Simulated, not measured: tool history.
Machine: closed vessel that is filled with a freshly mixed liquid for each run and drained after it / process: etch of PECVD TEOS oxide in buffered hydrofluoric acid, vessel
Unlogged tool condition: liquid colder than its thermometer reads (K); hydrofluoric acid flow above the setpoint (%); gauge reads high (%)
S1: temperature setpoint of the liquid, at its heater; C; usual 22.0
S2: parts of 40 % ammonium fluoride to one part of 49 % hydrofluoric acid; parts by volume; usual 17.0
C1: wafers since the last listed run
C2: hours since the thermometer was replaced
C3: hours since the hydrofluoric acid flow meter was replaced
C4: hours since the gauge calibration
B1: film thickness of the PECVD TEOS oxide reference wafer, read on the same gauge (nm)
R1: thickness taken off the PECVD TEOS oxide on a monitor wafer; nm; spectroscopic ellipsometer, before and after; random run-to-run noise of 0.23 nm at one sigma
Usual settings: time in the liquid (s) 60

run 1 day=0.000 | S1=22.0 S2=17.0 time_in_the_liquid_(s)=85 | C1=0 C2=1469.0 C3=2263.6 C4=104.4 | B1=100.00 | R1=129.60
run 2 day=0.296 | S1=22.0 S2=17.0 time_in_the_liquid_(s)=85 | C1=976 C2=1476.1 C3=2270.7 C4=111.5 | B1=100.01 | R1=130.60
run 3 day=0.712 | S1=22.0 S2=17.0 time_in_the_liquid_(s)=60 | C1=1374 C2=1486.1 C3=2280.7 C4=121.5 | B1=99.99 | R1=91.83
run 4 day=1.375 | S1=22.0 S2=17.0 time_in_the_liquid_(s)=60 | C1=2186 C2=1502.0 C3=2296.6 C4=137.4 | B1=99.98 | R1=92.12
run 5 day=2.096 | S1=22.0 S2=17.0 time_in_the_liquid_(s)=60 | C1=2378 C2=1519.3 C3=2313.9 C4=154.7 | B1=99.99 | R1=91.68
run 6 day=2.688 | S1=22.0 S2=17.0 time_in_the_liquid_(s)=60 | C1=1952 C2=1533.5 C3=2328.1 C4=168.9 | B1=99.98 | R1=91.18
run 7 day=3.338 | S1=22.0 S2=17.0 time_in_the_liquid_(s)=60 | C1=2144 C2=1549.1 C3=2343.7 C4=184.5 | B1=99.99 | R1=92.05
run 8 day=3.996 | S1=22.0 S2=17.0 time_in_the_liquid_(s)=60 | C1=2172 C2=1564.9 C3=2359.5 C4=200.3 | B1=100.01 | R1=91.74
-- day=4.083 thermometer replaced
run 9 day=4.688 | S1=22.0 S2=17.0 time_in_the_liquid_(s)=60 | C1=2144 C2=14.5 C3=2376.1 C4=216.9 | B1=100.01 | R1=99.28
-- day=4.850 gauge calibrated
run 10 day=5.008 | S1=22.0 S2=17.0 time_in_the_liquid_(s)=60 | C1=1058 C2=22.2 C3=2383.8 C4=3.8 | B1=99.98 | R1=99.13
run 11 day=5.675 | S1=22.0 S2=17.0 time_in_the_liquid_(s)=60 | C1=2199 C2=38.2 C3=2399.8 C4=19.8 | B1=100.00 | R1=99.43
run 12 day=6.017 | S1=26.0 S2=17.0 time_in_the_liquid_(s)=60 | C1=1127 C2=46.4 C3=2408.0 C4=28.0 | B1=100.00 | R1=124.17
-- day=6.079 hydrofluoric acid flow meter replaced
run 13 day=6.725 | S1=22.0 S2=14.5 time_in_the_liquid_(s)=70 | C1=2199 C2=63.4 C3=15.5 C4=45.0 | B1=99.99 | R1=119.34
run 14 day=7.117 | S1=22.0 S2=17.0 time_in_the_liquid_(s)=60 | C1=1292 C2=72.8 C3=24.9 C4=54.4 | B1=100.01 | R1=86.97
run 15 day=7.825 | S1=22.0 S2=17.0 time_in_the_liquid_(s)=60 | C1=2337 C2=89.8 C3=41.9 C4=71.4 | B1=100.01 | R1=87.14
run 16 day=8.342 | S1=18.5 S2=19.0 time_in_the_liquid_(s)=85 | C1=1704 C2=102.2 C3=54.3 C4=83.8 | B1=99.99 | R1=91.05
run 17 day=8.896 | S1=22.0 S2=17.0 time_in_the_liquid_(s)=60 | C1=1828 C2=115.5 C3=67.6 C4=97.1 | B1=100.01 | R1=87.30
run 18 day=9.517 | S1=25.5 S2=17.0 time_in_the_liquid_(s)=30 | C1=2048 C2=130.4 C3=82.5 C4=112.0 | B1=100.00 | R1=52.74
run 19 day=10.092 | S1=18.0 S2=22.5 time_in_the_liquid_(s)=35 | C1=1897 C2=144.2 C3=96.3 C4=125.8 | B1=100.01 | R1=31.78
run 20 day=10.396 | S1=18.0 S2=13.5 time_in_the_liquid_(s)=40 | C1=1003 C2=151.5 C3=103.6 C4=133.1 | B1=100.01 | R1=58.16
run 21 day=11.017 | S1=18.0 S2=17.0 time_in_the_liquid_(s)=80 | C1=2048 C2=166.4 C3=118.5 C4=148.0 | B1=100.00 | R1=92.86
run 22 day=11.438 | S1=23.5 S2=24.0 time_in_the_liquid_(s)=35 | C1=1388 C2=176.5 C3=128.6 C4=158.1 | B1=100.03 | R1=41.62

Consider 5 possible next runs. They are alternatives, not a sequence: every one starts from the tool as it was left by run 22. What does each give?
run A day=11.467 | S1=22.0 S2=17.0 time_in_the_liquid_(s)=45 | C1=96 C2=177.2 C3=129.3 C4=158.8 | B1=? | R1=?
run B day=11.467 | S1=17.0 S2=17.0 time_in_the_liquid_(s)=30 | C1=96 C2=177.2 C3=129.3 C4=158.8 | B1=? | R1=?
run C day=11.467 | S1=19.5 S2=20.0 time_in_the_liquid_(s)=80 | C1=96 C2=177.2 C3=129.3 C4=158.8 | B1=? | R1=?
run D day=11.467 | S1=27.0 S2=17.0 time_in_the_liquid_(s)=50 | C1=96 C2=177.2 C3=129.3 C4=158.8 | B1=? | R1=?
run E day=11.467 | S1=22.0 S2=22.0 time_in_the_liquid_(s)=85 | C1=96 C2=177.2 C3=129.3 C4=158.8 | B1=? | R1=?

run=A B1=99.99 R1=65.76
run=B B1=99.99 R1=33.07
run=C B1=99.99 R1=86.58
run=D B1=99.99 R1=95.98
run=E B1=99.99 R1=98.69
With no hidden state in the tool, these same runs would have given:
run=A R1=65.66
run=B R1=33.04
run=C R1=86.47
run=D R1=95.81
run=E R1=98.94
